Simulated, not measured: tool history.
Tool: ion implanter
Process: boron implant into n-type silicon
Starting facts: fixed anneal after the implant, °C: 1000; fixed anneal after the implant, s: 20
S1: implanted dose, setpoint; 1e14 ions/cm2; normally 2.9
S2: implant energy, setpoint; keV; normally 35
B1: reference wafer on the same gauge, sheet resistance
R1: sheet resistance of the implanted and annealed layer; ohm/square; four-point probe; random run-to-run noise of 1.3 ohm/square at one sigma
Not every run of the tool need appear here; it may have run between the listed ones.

| run | hour | S1 | S2 | B1 | R1 |
|---|---|---|---|---|---|
| 1 | 0 | 2.9 | 35 | 397.66 | 338.16 |
| 2 | 17.1 | 2.9 | 35 | 397.58 | 337.74 |
| 3 | 51 | 3.47 | 26 | 397.8 | 299.53 |
| 4 | 73.3 | 2.22 | 35 | 397.89 | 410.08 |
| 5 | 85.6 | 2.22 | 35 | 397.76 | 411.06 |
| 6 | 110.2 | 2.22 | 35 | 398.12 | 408.13 |
| 7 | 144.3 | 2.9 | 35 | 398.13 | 333.82 |
| 8 | 166.4 | 2.9 | 35 | 397.3 | 336.18 |
| 9 | 193.5 | 2.9 | 35 | 398.24 | 336.86 |
| 10 | 224.9 | 2.9 | 35 | 397.67 | 337.31 |
| 11 | 251.7 | 2.9 | 35 | 398 | 335.29 |
| 12 | 287.1 | 2.9 | 35 | 397.88 | 336.05 |
| 13 | 312.9 | 2.9 | 35 | 397.78 | 335.37 |
| 14 | 326.5 | 2.44 | 42 | 398.02 | 372.46 |
| 15 | 357.4 | 2.22 | 35 | 398.01 | 411.34 |
| 16 | 381.7 | 2.9 | 35 | 398.75 | 336.85 |
| 17 | 398.5 | 2.57 | 31.5 | 397.77 | 371.12 |
| 18 | 503.7 | 2.25 | 35 | 398.04 | 406.72 |
| 19 | 525 | 3.5 | 24 | 397.45 | 297.44 |
| 20 | 557.5 | 2.9 | 31 | 398.89 | 338.97 |
| 21 | 576.9 | 2.32 | 44.5 | 398.29 | 382.47 |
| 22 | 596.8 | 3.6 | 30.5 | 397.84 | 287.34 |
| 23 | 663.4 | 2.59 | 35 | 397.51 | 364.48 |
| 24 | 743.5 | 2.54 | 45 | 398.23 | 356.07 |
| 25 | 775.7 | 2.19 | 46.5 | 397.93 | 397.85 |
| 26 | 823.9 | 2.25 | 35 | 398.39 | 409.95 |
| 27 | 843.8 | 3.65 | 28 | 398 | 286.53 |
| 28 | 856.5 | 3.6 | 30.5 | 398.35 | 286.42 |
| 29 | 869.7 | 2.9 | 43 | 397.91 | 326.11 |
| 30 | 899.3 | 2.9 | 35 | 398.77 | 332.61 |
| 31 | 921.1 | 2.35 | 35 | 398.12 | 393.38 |
| 32 | 936.6 | 2.15 | 31 | 398.11 | 430.18 |
| 33 | 956.8 | 3.6 | 30.5 | 398.8 | 285.56 |
| 34 | 974.2 | 3.16 | 35 | 397.45 | 315.98 |
| 35 | 994.1 | 2.9 | 35 | 397.61 | 333.58 |
| 36 | 1012.2 | 2.9 | 35 | 398.76 | 335.29 |
| 37 | 1028.9 | 2.9 | 35 | 398.25 | 334.81 |

Put back what was entered between runs (3 entries, withheld): which listed runs does each sit between, and how does the hidden state differ from the listed run before to the listed run after?
Run 17 -> run 18: extraction supply calibrated (hour 438.8)
  both runs share identical hidden conditions
Run 21 -> run 22: Faraday cup replaced and dose calibrated (hour 596.3)
  both runs share identical hidden conditions
Run 23 -> run 24: gauge calibrated (hour 708.5)
  both runs share identical hidden conditions

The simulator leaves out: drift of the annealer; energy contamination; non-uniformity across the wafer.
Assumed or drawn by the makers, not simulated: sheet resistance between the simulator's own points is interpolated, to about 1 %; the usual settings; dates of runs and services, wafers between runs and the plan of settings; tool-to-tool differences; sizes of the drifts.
